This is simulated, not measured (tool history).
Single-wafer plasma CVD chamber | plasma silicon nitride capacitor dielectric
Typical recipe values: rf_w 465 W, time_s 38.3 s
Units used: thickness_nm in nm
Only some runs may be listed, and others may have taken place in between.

run	day	rf_w	time_s	read-back reference wafer on the same gauge, thickness_nm	thickness_nm
1	0.000	465	38.3	57.113	51.964
2	3.208	465	38.3	57.143	52.149
3	7.108	420	32.9	57.080	43.089
4	11.442	465	40.1	57.076	54.314
5	15.567	465	40.1	57.096	54.242
6	18.212	465	41.7	57.104	56.029
7	21.792	465	41.7	57.101	56.612
8	24.879	465	41.7	57.090	56.351
9	28.567	465	38.3	57.131	51.599
10	32.142	520	33.0	57.046	46.029
# day 32.438: gauge calibrated
11	33.825	465	38.3	57.130	51.567
# day 34.325: RF generator calibrated
# day 38.412: showerhead replaced, of another model than before
12	38.433	425	38.3	57.056	50.599
13	40.529	495	45.0	57.108	63.010
14	43.996	440	38.3	57.157	50.930
15	48.217	465	38.3	57.118	52.341
16	51.096	465	34.4	57.072	46.772
17	53.200	395	42.3	57.059	53.093
18	56.888	465	38.3	57.057	52.179

Forecast each of these 3 alternatives for the next run:
A	56.904	495	38.3	?	?
B	56.904	435	34.3	?	?
C	56.904	505	32.8	?	?

run	read-back reference wafer on the same gauge, thickness_nm	thickness_nm
A	57.065	53.375
B	57.065	45.105
C	57.065	46.108
Had the tool no hidden state, the same runs would have come out as:
run	thickness_nm
A	54.045
B	45.672
C	46.687
